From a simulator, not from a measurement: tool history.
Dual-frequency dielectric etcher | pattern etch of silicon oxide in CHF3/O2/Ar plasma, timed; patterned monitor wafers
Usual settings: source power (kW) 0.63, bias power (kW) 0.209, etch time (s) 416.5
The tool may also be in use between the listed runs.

| run | day | source power (kW) | bias power (kW) | etch time (s) | wafers since the last listed run | hours since the last wet clean | hours since the last source power generator calibration | hours since the last bias power generator calibration | hours since the last upper electrode change | hours since the gauge calibration | read-back reference wafer on the same gauge, depth_nm | mean etch depth across the wafer (Å) |
|---|---|---|---|---|---|---|---|---|---|---|---|---|
| 1 | 0 | 0.63 | 0.232 | 416.5 | 0 | 51.6 | 1715.3 | 4423.8 | 3737.4 | 154.2 | 636.9 | 7793 |
| 2 | 0.808 | 0.63 | 0.209 | 416.5 | 64 | 71 | 1734.7 | 4443.2 | 3756.8 | 173.6 | 637.1 | 7466 |
| 3 | 2.017 | 0.63 | 0.209 | 416.5 | 96 | 100 | 1763.7 | 4472.2 | 3785.8 | 202.6 | 636.5 | 7535 |
| 4 | 2.529 | 0.63 | 0.209 | 416.5 | 40 | 112.3 | 1776 | 4484.5 | 3798.1 | 214.9 | 637 | 7543 |
| 5 | 3.271 | 0.63 | 0.209 | 416.5 | 58 | 130.1 | 1793.8 | 4502.3 | 3815.9 | 232.7 | 636.8 | 7451 |
| 6 | 4.196 | 0.63 | 0.209 | 416.5 | 73 | 152.3 | 1816 | 4524.5 | 3838.1 | 254.9 | 637.1 | 7522 |
| 7 | 5.321 | 0.63 | 0.209 | 416.5 | 89 | 179.3 | 1843 | 4551.5 | 3865.1 | 281.9 | 636.7 | 7493 |
| 8 | 6.188 | 0.63 | 0.209 | 416.5 | 68 | 200.1 | 1863.8 | 4572.3 | 3885.9 | 302.7 | 636.6 | 7573 |
| 9 | 7.246 | 0.52 | 0.209 | 372.5 | 84 | 225.5 | 1889.2 | 4597.7 | 3911.3 | 328.1 | 636.7 | 6354 |
| 10 | 8.5 | 0.52 | 0.209 | 372.5 | 99 | 255.6 | 1919.3 | 4627.8 | 3941.4 | 358.2 | 636.7 | 6375 |
| 11 | 9.154 | 0.63 | 0.209 | 416.5 | 52 | 271.3 | 1935 | 4643.5 | 3957.1 | 373.9 | 636.9 | 7504 |
| 12 | 10.621 | 0.63 | 0.209 | 416.5 | 116 | 306.5 | 1970.2 | 4678.7 | 3992.3 | 409.1 | 636.9 | 7460 |
| 13 | 11.608 | 0.63 | 0.209 | 366.5 | 78 | 330.2 | 1993.9 | 4702.4 | 4016 | 432.8 | 637.2 | 6563 |
| 14 | 12.367 | 0.63 | 0.209 | 366.5 | 60 | 348.4 | 2012.1 | 4720.6 | 4034.2 | 451 | 636.8 | 6602 |
|  | 13.65 | upper electrode replaced |
| 15 | 13.671 | 0.72 | 0.249 | 484 | 24 | 379.7 | 2043.4 | 4751.9 | 0.5 | 482.3 | 636.6 | 9550 |
|  | 15 | wet clean of the chamber |
| 16 | 15.021 | 0.69 | 0.168 | 525 | 27 | 0.5 | 2075.8 | 4784.3 | 32.9 | 514.7 | 637.2 | 9013 |
| 17 | 15.038 | 0.63 | 0.252 | 459 | 1 | 0.9 | 2076.2 | 4784.7 | 33.3 | 515.1 | 636.4 | 8764 |
| 18 | 15.375 | 0.63 | 0.209 | 416.5 | 26 | 9 | 2084.3 | 4792.8 | 41.4 | 523.2 | 637.3 | 7570 |
|  | 16.242 | source power generator calibrated |
| 19 | 16.296 | 0.51 | 0.237 | 416.5 | 59 | 31.1 | 1.3 | 4814.9 | 63.5 | 545.3 | 636.5 | 7386 |
| 20 | 17.004 | 0.63 | 0.209 | 416.5 | 56 | 48.1 | 18.3 | 4831.9 | 80.5 | 562.3 | 637 | 7519 |
|  | 17.588 | gauge calibrated |
|  | 17.788 | bias power generator calibrated |
| 21 | 17.908 | 0.63 | 0.209 | 457.5 | 58 | 69.8 | 40 | 2.9 | 102.2 | 7.7 | 637.3 | 8241 |
| 22 | 18.892 | 0.63 | 0.209 | 416.5 | 78 | 93.4 | 63.6 | 26.5 | 125.8 | 31.3 | 636.6 | 7476 |
| 23 | 19.871 | 0.76 | 0.159 | 538.5 | 77 | 116.9 | 87.1 | 50 | 149.3 | 54.8 | 637.1 | 9331 |
| 24 | 20.796 | 0.63 | 0.246 | 361 | 73 | 139.1 | 109.3 | 72.2 | 171.5 | 77 | 636.5 | 6855 |
| 25 | 21.412 | 0.63 | 0.209 | 416.5 | 49 | 153.9 | 124.1 | 87 | 186.3 | 91.8 | 637 | 7552 |
| 26 | 22.371 | 0.73 | 0.224 | 490 | 76 | 176.9 | 147.1 | 110 | 209.3 | 114.8 | 636.8 | 9297 |
| 27 | 23.821 | 0.63 | 0.209 | 297 | 115 | 211.7 | 181.9 | 144.8 | 244.1 | 149.6 | 636.6 | 5334 |
| 28 | 24.562 | 0.69 | 0.168 | 525 | 58 | 229.5 | 199.7 | 162.6 | 261.9 | 167.4 | 636.7 | 9075 |

Forecast each of these 5 alternatives for the next run:
| A | 24.583 | 0.78 | 0.209 | 416.5 | 1 | 230 | 200.2 | 163.1 | 262.4 | 167.9 | ? | ? |
| B | 24.583 | 0.5 | 0.248 | 416.5 | 1 | 230 | 200.2 | 163.1 | 262.4 | 167.9 | ? | ? |
| C | 24.583 | 0.63 | 0.237 | 416.5 | 1 | 230 | 200.2 | 163.1 | 262.4 | 167.9 | ? | ? |
| D | 24.583 | 0.71 | 0.209 | 299.5 | 1 | 230 | 200.2 | 163.1 | 262.4 | 167.9 | ? | ? |
| E | 24.583 | 0.54 | 0.179 | 340.5 | 1 | 230 | 200.2 | 163.1 | 262.4 | 167.9 | ? | ? |

| run | read-back reference wafer on the same gauge, depth_nm | mean etch depth across the wafer (Å) |
|---|---|---|
| A | 637.3 | 7893 |
| B | 637.3 | 7448 |
| C | 637.3 | 7767 |
| D | 637.3 | 5532 |
| E | 637.3 | 5577 |
Without the tool's hidden state the same runs would have given:
| run | mean etch depth across the wafer (Å) |
|---|---|
| A | 7893 |
| B | 7448 |
| C | 7767 |
| D | 5532 |
| E | 5577 |

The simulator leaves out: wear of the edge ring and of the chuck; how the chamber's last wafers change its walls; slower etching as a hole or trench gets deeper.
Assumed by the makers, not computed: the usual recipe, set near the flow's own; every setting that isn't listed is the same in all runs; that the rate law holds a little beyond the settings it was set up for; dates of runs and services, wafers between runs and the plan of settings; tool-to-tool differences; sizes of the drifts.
